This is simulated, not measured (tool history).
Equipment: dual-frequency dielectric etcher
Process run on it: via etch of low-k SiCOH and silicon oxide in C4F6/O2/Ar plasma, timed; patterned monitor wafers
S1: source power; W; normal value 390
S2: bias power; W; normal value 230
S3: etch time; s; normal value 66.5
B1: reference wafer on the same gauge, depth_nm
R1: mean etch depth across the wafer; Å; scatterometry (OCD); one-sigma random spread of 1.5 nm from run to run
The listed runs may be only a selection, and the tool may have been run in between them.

run 1 hour=0.0 | S1=370 S2=230 S3=66.5 | B1=200.8 | R1=2096
-- hour=85.4 wet clean of the chamber
run 2 hour=85.9 | S1=390 S2=230 S3=66.5 | B1=200.1 | R1=2144
run 3 hour=116.4 | S1=390 S2=230 S3=66.5 | B1=200.0 | R1=2124
run 4 hour=173.9 | S1=390 S2=230 S3=66.5 | B1=200.3 | R1=2145
run 5 hour=220.0 | S1=390 S2=230 S3=66.5 | B1=200.3 | R1=2152
run 6 hour=268.6 | S1=390 S2=230 S3=66.5 | B1=200.4 | R1=2116
run 7 hour=322.0 | S1=390 S2=230 S3=66.5 | B1=200.0 | R1=2113
run 8 hour=472.5 | S1=390 S2=230 S3=66.5 | B1=199.6 | R1=2096
run 9 hour=545.3 | S1=390 S2=230 S3=66.5 | B1=200.0 | R1=2123
-- hour=622.3 wet clean of the chamber
run 10 hour=638.7 | S1=390 S2=257 S3=66.5 | B1=199.9 | R1=2176
run 11 hour=680.8 | S1=390 S2=230 S3=66.5 | B1=200.1 | R1=2126
run 12 hour=751.8 | S1=390 S2=230 S3=66.5 | B1=199.5 | R1=2123
run 13 hour=823.7 | S1=390 S2=230 S3=66.5 | B1=200.0 | R1=2131
-- hour=861.9 bias power generator calibrated
run 14 hour=866.9 | S1=340 S2=211 S3=66.5 | B1=200.1 | R1=1933

Run 15 has not been measured yet. What should we expect?
run 15 hour=907.4 | S1=340 S2=181 S3=51.5 | B1=? | R1=?

{"run 15": {"B1": 200.3, "R1": 1443}}
With the hidden condition absent and the run-to-run variation left alone, this run would have shown R1 1490 Å.
